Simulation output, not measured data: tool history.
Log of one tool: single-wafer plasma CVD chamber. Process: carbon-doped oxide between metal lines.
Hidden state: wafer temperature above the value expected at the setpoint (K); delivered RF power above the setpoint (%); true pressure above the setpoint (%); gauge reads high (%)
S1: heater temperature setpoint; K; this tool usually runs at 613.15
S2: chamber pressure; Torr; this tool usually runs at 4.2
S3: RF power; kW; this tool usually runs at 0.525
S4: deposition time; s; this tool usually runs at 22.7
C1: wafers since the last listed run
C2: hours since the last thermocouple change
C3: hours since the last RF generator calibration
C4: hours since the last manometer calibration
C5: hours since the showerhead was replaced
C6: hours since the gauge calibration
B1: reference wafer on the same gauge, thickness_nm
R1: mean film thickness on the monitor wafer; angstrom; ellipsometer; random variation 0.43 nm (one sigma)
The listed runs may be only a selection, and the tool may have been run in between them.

Run 1, hour 0: usual settings; C1 0; C2 1508.5; C3 1782.7; C4 504.5; C5 2935; C6 406; B1 126.998. Result: R1 1156.83 angstrom.
Run 2, hour 88: usual settings; C1 1837; C2 1596.5; C3 1870.7; C4 592.5; C5 3023; C6 494; B1 126.849. Result: R1 1158.66 angstrom.
Run 3, hour 128.3: usual settings but S1 620.15 K; C1 841; C2 1636.8; C3 1911; C4 632.8; C5 3063.3; C6 534.3; B1 126.729. Result: R1 1132.87 angstrom.
Run 4, hour 183.7: usual settings but S1 620.15 K; C1 1156; C2 1692.2; C3 1966.4; C4 688.2; C5 3118.7; C6 589.7; B1 126.883. Result: R1 1127.12 angstrom.
Run 5, hour 250.1: usual settings but S1 620.15 K; C1 1386; C2 1758.6; C3 2032.8; C4 754.6; C5 3185.1; C6 656.1; B1 126.724. Result: R1 1128.51 angstrom.
At hour 282.3: gauge calibrated.
Run 6, hour 319.3: usual settings; C1 1445; C2 1827.8; C3 2102; C4 823.8; C5 3254.3; C6 37; B1 129.619. Result: R1 1178.99 angstrom.
Run 7, hour 346.7: usual settings; C1 572; C2 1855.2; C3 2129.4; C4 851.2; C5 3281.7; C6 64.4; B1 129.368. Result: R1 1174.69 angstrom.
Run 8, hour 378.2: usual settings; C1 657; C2 1886.7; C3 2160.9; C4 882.7; C5 3313.2; C6 95.9; B1 128.915. Result: R1 1177.12 angstrom.
Run 9, hour 443.1: usual settings but S1 606.15 K, S2 4.68 Torr; C1 1355; C2 1951.6; C3 2225.8; C4 947.6; C5 3378.1; C6 160.8; B1 128.456. Result: R1 1215.17 angstrom.
At hour 501.7: capacitance manometer re-zeroed and calibrated.
At hour 528: thermocouple changed; heater temperature recalibrated.
At hour 612.6: showerhead replaced.
Run 10, hour 636.6: usual settings but S1 606.15 K, S2 4.68 Torr; C1 3539; C2 108.6; C3 2419.3; C4 134.9; C5 24; C6 354.3; B1 127.474. Result: R1 1214.26 angstrom.
Run 11, hour 664: usual settings but S2 3.38 Torr, S3 0.625 kW; C1 572; C2 136; C3 2446.7; C4 162.3; C5 51.4; C6 381.7; B1 127.382. Result: R1 1336.59 angstrom.
Run 12, hour 696.7: usual settings but S1 620.15 K, S2 4.83 Torr, S4 24 s; C1 682; C2 168.7; C3 2479.4; C4 195; C5 84.1; C6 414.4; B1 127.383. Result: R1 1212.84 angstrom.
Run 13, hour 739.1: usual settings but S1 620.15 K, S2 3.66 Torr, S3 0.47 kW, S4 20.7 s; C1 885; C2 211.1; C3 2521.8; C4 237.4; C5 126.5; C6 456.8; B1 127.191. Result: R1 905.26 angstrom.
Run 14, hour 791.8: usual settings; C1 1100; C2 263.8; C3 2574.5; C4 290.1; C5 179.2; C6 509.5; B1 127.164. Result: R1 1155.61 angstrom.
At hour 813.8: gauge calibrated.
At hour 817.4: RF generator calibrated.
Run 15, hour 834.1: usual settings but S1 618.15 K; C1 716; C2 306.1; C3 16.7; C4 332.4; C5 221.5; C6 20.3; B1 129.914. Result: R1 1164.02 angstrom.
Run 16, hour 945.9: usual settings but S2 3.47 Torr; C1 2334; C2 417.9; C3 128.5; C4 444.2; C5 333.3; C6 132.1; B1 128.642. Result: R1 1155.4 angstrom.
Run 17, hour 992.5: usual settings but S1 606.15 K, S2 4.5 Torr; C1 973; C2 464.5; C3 175.1; C4 490.8; C5 379.9; C6 178.7; B1 128.313. Result: R1 1208.68 angstrom.
Run 18, hour 1033.2: usual settings but S3 0.615 kW; C1 849; C2 505.2; C3 215.8; C4 531.5; C5 420.6; C6 219.4; B1 128.018. Result: R1 1344.44 angstrom.
Run 19, hour 1078.5: usual settings; C1 946; C2 550.5; C3 261.1; C4 576.8; C5 465.9; C6 264.7; B1 127.778. Result: R1 1153.25 angstrom.
Run 20, hour 1127: usual settings; C1 1012; C2 599; C3 309.6; C4 625.3; C5 514.4; C6 313.2; B1 127.566. Result: R1 1165.95 angstrom.

Branching from run 20: 4 alternative next runs. What would each branch give?
Run A, hour 1127.4: usual settings but S1 621.15 K; C1 8; C2 599.4; C3 310; C4 625.7; C5 514.8; C6 313.6; B1 ?. Result: R1 ?.
Run B, hour 1127.4: usual settings but S1 621.15 K, S2 4.71 Torr, S3 0.47 kW; C1 8; C2 599.4; C3 310; C4 625.7; C5 514.8; C6 313.6; B1 ?. Result: R1 ?.
Run C, hour 1127.4: usual settings but S1 607.15 K, S3 0.61 kW, S4 21.4 s; C1 8; C2 599.4; C3 310; C4 625.7; C5 514.8; C6 313.6; B1 ?. Result: R1 ?.
Run D, hour 1127.4: usual settings but S1 621.15 K, S4 20.4 s; C1 8; C2 599.4; C3 310; C4 625.7; C5 514.8; C6 313.6; B1 ?. Result: R1 ?.

run       B1       R1
  A  127.426  1128.51
  B  127.426   1017.2
  C  127.426  1281.87
  D  127.426  1015.98
Without the tool's unlogged condition, the same runs would have read:
run       R1
  A  1150.01
  B  1036.58
  C  1306.29
  D  1035.34
